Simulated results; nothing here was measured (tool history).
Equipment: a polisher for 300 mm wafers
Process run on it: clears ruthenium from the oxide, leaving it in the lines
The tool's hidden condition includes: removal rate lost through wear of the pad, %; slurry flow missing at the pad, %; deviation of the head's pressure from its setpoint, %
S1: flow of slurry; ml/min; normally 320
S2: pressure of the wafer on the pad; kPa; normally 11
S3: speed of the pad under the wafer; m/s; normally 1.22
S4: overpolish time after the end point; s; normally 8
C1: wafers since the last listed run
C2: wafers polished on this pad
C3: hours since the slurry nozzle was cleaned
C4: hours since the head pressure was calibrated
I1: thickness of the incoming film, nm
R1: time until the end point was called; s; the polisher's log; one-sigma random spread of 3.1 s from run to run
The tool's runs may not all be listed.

run   hour   S1    S2    S3  S4   C1   C2     C3     C4     I1     R1
  1      0  320    11  1.22   8    0  389  294.1  219.5  174.6  179.8
  2   28.7  320    11  1.22   8  132  521  322.8  248.2  174.1  185.2
  3   42.9  320    11  1.22   7   65  587    337  262.4  176.1  184.7
  4   70.1  320    11  1.22   8  125  712  364.2  289.6  174.7    182
  5   88.5  320    11  1.56   8   84  797  382.6    308  173.6  147.9
  6  108.4  320    11  1.56   8   91  889  402.5  327.9  172.8  148.5
  7    130  320    11  1.56   8   99  989  424.1  349.5  174.2  151.4
     205.7  -- worn pad replaced by a new one
     221.3  -- head pressure recalibrated
  8  234.1  370     9  1.22   8  452  121  528.2   12.8  178.2  211.9
  9  258.6  320    11  1.22   6  113  234  552.7   37.3  176.9    181
     279.7  -- slurry nozzle cleaned
 10  280.2  425    11  1.22   3   95  330    0.5   58.9  171.2  169.5
 11  312.2  350    11  1.36   8  147  477   32.5   90.9  175.7  157.4
 12  325.5  320    11  1.22   8   61  539   45.8  104.2  175.7  182.8
 13  357.3  320    11  1.46   8  146  685   77.6    136  173.3  148.1
 14  379.2  320    11  1.22   8  101  786   99.5  157.9  173.1  175.5
 15    395  225  13.8  1.54   8   72  859  115.3  173.7  175.4  125.4
 16  423.3  260  13.1  1.22   8  130  990  143.6    202  175.6    159
       454  -- worn pad replaced by a new one
 17  457.1  370    11  1.06   8  137   14  177.4  235.8  175.4  203.6

Describe how what the log doesn't record of the tool's condition differs between the last listed run preceding each entry between runs and the first listed run following it.
In the gap between runs 7 and 8: worn pad replaced by a new one (hour 205.7); head pressure recalibrated (hour 221.3)
  deviation of the head's pressure from its setpoint, %: -6.55 -> 2.03
  measured result minus the result with no hidden state, R1: +9.9 -> -4.3 s
In the gap between runs 9 and 10: slurry nozzle cleaned (hour 279.7)
  deviation of the head's pressure from its setpoint, %: 1.43 -> 0.894
  measured result minus the result with no hidden state, R1: -2.6 -> -1.5 s
In the gap between runs 16 and 17: worn pad replaced by a new one (hour 454)
  deviation of the head's pressure from its setpoint, %: -2.64 -> -3.48
  measured result minus the result with no hidden state, R1: +4.2 -> +7.1 s
